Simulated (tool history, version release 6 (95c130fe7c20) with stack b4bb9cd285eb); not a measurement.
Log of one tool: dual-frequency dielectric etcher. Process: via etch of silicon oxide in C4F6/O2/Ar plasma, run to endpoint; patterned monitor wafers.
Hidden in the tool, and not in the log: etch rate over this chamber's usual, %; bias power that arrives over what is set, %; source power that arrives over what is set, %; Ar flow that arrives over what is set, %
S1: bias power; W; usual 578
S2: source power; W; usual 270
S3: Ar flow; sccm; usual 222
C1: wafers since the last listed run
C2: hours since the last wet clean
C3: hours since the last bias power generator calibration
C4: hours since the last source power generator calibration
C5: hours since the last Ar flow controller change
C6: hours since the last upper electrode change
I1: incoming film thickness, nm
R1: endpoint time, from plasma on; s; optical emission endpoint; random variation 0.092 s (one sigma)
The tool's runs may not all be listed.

run 1 hour=0 | S1=578 S2=270 S3=222 | C1=0 C2=249.4 C3=1482.4 C4=3717.4 C5=4280.1 C6=2898.1 | I1=129.4 | R1=30.1
run 2 hour=27.6 | S1=578 S2=270 S3=247 | C1=385 C2=277 C3=1510 C4=3745 C5=4307.7 C6=2925.7 | I1=129.1 | R1=30.6
run 3 hour=52.4 | S1=578 S2=270 S3=222 | C1=345 C2=301.8 C3=1534.8 C4=3769.8 C5=4332.5 C6=2950.5 | I1=131 | R1=30.6
run 4 hour=76.2 | S1=578 S2=270 S3=222 | C1=331 C2=325.6 C3=1558.6 C4=3793.6 C5=4356.3 C6=2974.3 | I1=130.1 | R1=30.4
run 5 hour=98.8 | S1=578 S2=270 S3=237 | C1=315 C2=348.2 C3=1581.2 C4=3816.2 C5=4378.9 C6=2996.9 | I1=130 | R1=30.7
-- hour=105.6 Ar flow controller replaced
run 6 hour=115 | S1=578 S2=270 S3=237 | C1=142 C2=364.4 C3=1597.4 C4=3832.4 C5=9.4 C6=3013.1 | I1=128.8 | R1=30.4
-- hour=184.8 upper electrode replaced
run 7 hour=190.1 | S1=578 S2=270 S3=237 | C1=712 C2=439.5 C3=1672.5 C4=3907.5 C5=84.5 C6=5.3 | I1=130.4 | R1=31
run 8 hour=203.5 | S1=507 S2=270 S3=222 | C1=186 C2=452.9 C3=1685.9 C4=3920.9 C5=97.9 C6=18.7 | I1=130.3 | R1=32.9
run 9 hour=218.3 | S1=578 S2=300 S3=275 | C1=206 C2=467.7 C3=1700.7 C4=3935.7 C5=112.7 C6=33.5 | I1=130.3 | R1=30.4
run 10 hour=245.6 | S1=578 S2=310 S3=241 | C1=380 C2=495 C3=1728 C4=3963 C5=140 C6=60.8 | I1=129.6 | R1=29.3
run 11 hour=265.1 | S1=578 S2=270 S3=222 | C1=272 C2=514.5 C3=1747.5 C4=3982.5 C5=159.5 C6=80.3 | I1=130.1 | R1=30.7
-- hour=300.1 wet clean of the chamber
run 12 hour=300.6 | S1=578 S2=270 S3=222 | C1=160 C2=0.5 C3=1783 C4=4018 C5=195 C6=115.8 | I1=130.5 | R1=30
run 13 hour=332.5 | S1=578 S2=270 S3=222 | C1=444 C2=32.4 C3=1814.9 C4=4049.9 C5=226.9 C6=147.7 | I1=131.6 | R1=30.4
-- hour=348.8 bias power generator calibrated
run 14 hour=349.3 | S1=628 S2=230 S3=267 | C1=178 C2=49.2 C3=0.5 C4=4066.7 C5=243.7 C6=164.5 | I1=129.4 | R1=32.1
run 15 hour=360.9 | S1=578 S2=230 S3=273 | C1=161 C2=60.8 C3=12.1 C4=4078.3 C5=255.3 C6=176.1 | I1=129.7 | R1=33.6
-- hour=378.3 source power generator calibrated
run 16 hour=391.3 | S1=578 S2=270 S3=222 | C1=368 C2=91.2 C3=42.5 C4=13 C5=285.7 C6=206.5 | I1=130.9 | R1=30.9
run 17 hour=417.8 | S1=618 S2=250 S3=246 | C1=369 C2=117.7 C3=69 C4=39.5 C5=312.2 C6=233 | I1=130.7 | R1=31.3
run 18 hour=434.9 | S1=538 S2=290 S3=275 | C1=238 C2=134.8 C3=86.1 C4=56.6 C5=329.3 C6=250.1 | I1=130.1 | R1=32.1
run 19 hour=468.4 | S1=639 S2=290 S3=189 | C1=467 C2=168.3 C3=119.6 C4=90.1 C5=362.8 C6=283.6 | I1=132.3 | R1=28.4
run 20 hour=481.6 | S1=452 S2=270 S3=246 | C1=184 C2=181.5 C3=132.8 C4=103.3 C5=376 C6=296.8 | I1=129.5 | R1=35.5
run 21 hour=497.3 | S1=578 S2=240 S3=194 | C1=219 C2=197.2 C3=148.5 C4=119 C5=391.7 C6=312.5 | I1=129.6 | R1=31.6
run 22 hour=527.4 | S1=578 S2=270 S3=276 | C1=419 C2=227.3 C3=178.6 C4=149.1 C5=421.8 C6=342.6 | I1=130 | R1=32
run 23 hour=546.8 | S1=448 S2=220 S3=222 | C1=270 C2=246.7 C3=198 C4=168.5 C5=441.2 C6=362 | I1=130 | R1=38.2
run 24 hour=574.8 | S1=647 S2=250 S3=188 | C1=390 C2=274.7 C3=226 C4=196.5 C5=469.2 C6=390 | I1=129.1 | R1=29.2
run 25 hour=608.2 | S1=695 S2=270 S3=167 | C1=465 C2=308.1 C3=259.4 C4=229.9 C5=502.6 C6=423.4 | I1=130.8 | R1=27.2
run 26 hour=631.1 | S1=578 S2=270 S3=222 | C1=319 C2=331 C3=282.3 C4=252.8 C5=525.5 C6=446.3 | I1=128.7 | R1=30.7
run 27 hour=651.7 | S1=683 S2=270 S3=191 | C1=287 C2=351.6 C3=302.9 C4=273.4 C5=546.1 C6=466.9 | I1=131.8 | R1=28.4
run 28 hour=679.5 | S1=578 S2=270 S3=222 | C1=387 C2=379.4 C3=330.7 C4=301.2 C5=573.9 C6=494.7 | I1=130.6 | R1=31.3
run 29 hour=698.6 | S1=578 S2=270 S3=170 | C1=266 C2=398.5 C3=349.8 C4=320.3 C5=593 C6=513.8 | I1=129.7 | R1=29.7

Forecast each of these 4 alternatives for the next run:
run A hour=699 | S1=578 S2=330 S3=222 | C1=5 C2=398.9 C3=350.2 C4=320.7 C5=593.4 C6=514.2 | I1=129.6 | R1=?
run B hour=699 | S1=578 S2=270 S3=241 | C1=5 C2=398.9 C3=350.2 C4=320.7 C5=593.4 C6=514.2 | I1=129.6 | R1=?
run C hour=699 | S1=578 S2=270 S3=248 | C1=5 C2=398.9 C3=350.2 C4=320.7 C5=593.4 C6=514.2 | I1=129.6 | R1=?
run D hour=699 | S1=484 S2=270 S3=269 | C1=5 C2=398.9 C3=350.2 C4=320.7 C5=593.4 C6=514.2 | I1=129.6 | R1=?

run=A R1=28.8
run=B R1=31.4
run=C R1=31.6
run=D R1=35
Without the tool's hidden state the same runs would have given:
run=A R1=28.1
run=B R1=30.7
run=C R1=30.8
run=D R1=34.2

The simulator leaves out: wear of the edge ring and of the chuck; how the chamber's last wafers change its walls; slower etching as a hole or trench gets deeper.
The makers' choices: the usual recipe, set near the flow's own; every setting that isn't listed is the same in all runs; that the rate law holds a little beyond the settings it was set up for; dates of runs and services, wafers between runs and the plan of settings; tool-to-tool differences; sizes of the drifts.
